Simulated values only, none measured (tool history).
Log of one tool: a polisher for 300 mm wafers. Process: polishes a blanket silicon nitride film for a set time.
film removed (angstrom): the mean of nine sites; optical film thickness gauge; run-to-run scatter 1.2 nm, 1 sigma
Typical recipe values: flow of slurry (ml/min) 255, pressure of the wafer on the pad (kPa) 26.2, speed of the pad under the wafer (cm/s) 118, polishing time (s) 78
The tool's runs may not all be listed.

| run | day | flow of slurry (ml/min) | pressure of the wafer on the pad (kPa) | speed of the pad under the wafer (cm/s) | polishing time (s) | incoming thickness of the incoming film, nm | film removed (angstrom) |
|---|---|---|---|---|---|---|---|
| 1 | 0 | 255 | 26.2 | 118 | 78 | 485.2 | 1370 |
| 2 | 3.85 | 255 | 26.2 | 118 | 78 | 487.5 | 1382 |
|  | 4.129 | slurry nozzle cleaned |
| 3 | 5.838 | 255 | 26.2 | 118 | 78 | 482.3 | 1332 |
| 4 | 17.55 | 255 | 26.2 | 118 | 78 | 489.6 | 1282 |
|  | 17.717 | head pressure recalibrated |
|  | 19.067 | worn pad replaced by a new one |
| 5 | 21.862 | 185 | 26.2 | 118 | 78 | 487.1 | 1329 |
| 6 | 23.971 | 255 | 26.2 | 118 | 78 | 482.7 | 1349 |
|  | 24.475 | slurry nozzle cleaned |
| 7 | 27.458 | 255 | 26.2 | 118 | 78 | 484.6 | 1347 |
| 8 | 30.554 | 255 | 26.2 | 118 | 78 | 491.9 | 1338 |
| 9 | 32.679 | 255 | 26.2 | 118 | 78 | 488 | 1307 |
| 10 | 36.383 | 255 | 26.2 | 118 | 78 | 496.1 | 1291 |
|  | 37.15 | worn pad replaced by a new one |
| 11 | 39.475 | 255 | 26.2 | 118 | 78 | 489 | 1385 |
| 12 | 43.508 | 255 | 26.2 | 118 | 78 | 486.9 | 1351 |
|  | 45.875 | slurry nozzle cleaned |
| 13 | 47.742 | 230 | 26.2 | 118 | 78 | 486.9 | 1312 |
| 14 | 50.208 | 230 | 26.2 | 118 | 78 | 488.6 | 1334 |
|  | 51.679 | head pressure recalibrated |
| 15 | 53.917 | 230 | 26.2 | 118 | 78 | 483 | 1274 |
|  | 55.104 | worn pad replaced by a new one |
| 16 | 56 | 335 | 33.8 | 104 | 99 | 484 | 2197 |
| 17 | 58.058 | 320 | 20 | 82 | 56 | 486.8 | 651 |
| 18 | 61.704 | 320 | 33.1 | 144 | 51 | 488 | 1265 |
| 19 | 65.979 | 185 | 26.2 | 118 | 78 | 493.4 | 1281 |
| 20 | 68.071 | 255 | 26.2 | 118 | 78 | 489.5 | 1306 |
| 21 | 69.621 | 255 | 26.2 | 118 | 78 | 490.8 | 1296 |
|  | 70.158 | slurry nozzle cleaned |
| 22 | 71.388 | 295 | 26.2 | 158 | 90 | 492.1 | 1771 |
|  | 74.262 | worn pad replaced by a new one |
| 23 | 74.954 | 295 | 29.6 | 118 | 78 | 492.4 | 1575 |
| 24 | 77.783 | 255 | 26.2 | 102 | 63 | 488.6 | 1033 |
| 25 | 81.029 | 335 | 26.2 | 118 | 78 | 496.9 | 1398 |
|  | 82.783 | head pressure recalibrated |
| 26 | 83.408 | 285 | 26.2 | 108 | 89 | 486.2 | 1473 |
| 27 | 86.029 | 170 | 32.4 | 118 | 86 | 486.4 | 1740 |
| 28 | 87.9 | 345 | 20.7 | 118 | 97 | 481.4 | 1343 |
| 29 | 90.362 | 320 | 31.7 | 118 | 98 | 494 | 1989 |
| 30 | 92.133 | 255 | 26.2 | 118 | 78 | 499.2 | 1270 |
|  | 92.312 | slurry nozzle cleaned |
|  | 96.158 | worn pad replaced by a new one |
| 31 | 96.512 | 255 | 26.2 | 118 | 78 | 493.7 | 1376 |

Selected run-to-run steps in film removed (angstrom), each split into two signed amounts: the part the tool would show with no hidden state at all (from settings, incoming material and random variation), and the remainder, which goes to the hidden state together with any gauge scatter not common to the measured and the hidden-state-free results:
Hidden state present: removal rate lost through wear of the pad, %; slurry flow missing at the pad, %; deviation of the head's pressure from its setpoint, %.
Run 4 -> 5: flow of slurry (ml/min) 255 -> 185, head pressure recalibrated, worn pad replaced by a new one. film removed (angstrom) +47: hidden state +104, all else -57.
Run 10 -> 11: worn pad replaced by a new one. film removed (angstrom) +94: hidden state +90, all else +4.
Run 15 -> 16: flow of slurry (ml/min) 230 -> 335, pressure of the wafer on the pad (kPa) 26.2 -> 33.8, speed of the pad under the wafer (cm/s) 118 -> 104, polishing time (s) 78 -> 99, worn pad replaced by a new one. film removed (angstrom) +923: hidden state +84, all else +839.
Run 16 -> 17: flow of slurry (ml/min) 335 -> 320, pressure of the wafer on the pad (kPa) 33.8 -> 20, speed of the pad under the wafer (cm/s) 104 -> 82, polishing time (s) 99 -> 56. film removed (angstrom) -1546: hidden state +3, all else -1549.
Run 22 -> 23: pressure of the wafer on the pad (kPa) 26.2 -> 29.6, speed of the pad under the wafer (cm/s) 158 -> 118, polishing time (s) 90 -> 78, worn pad replaced by a new one. film removed (angstrom) -196: hidden state +121, all else -317.
Run 29 -> 30: flow of slurry (ml/min) 320 -> 255, pressure of the wafer on the pad (kPa) 31.7 -> 26.2, polishing time (s) 98 -> 78. film removed (angstrom) -719: hidden state +43, all else -762.

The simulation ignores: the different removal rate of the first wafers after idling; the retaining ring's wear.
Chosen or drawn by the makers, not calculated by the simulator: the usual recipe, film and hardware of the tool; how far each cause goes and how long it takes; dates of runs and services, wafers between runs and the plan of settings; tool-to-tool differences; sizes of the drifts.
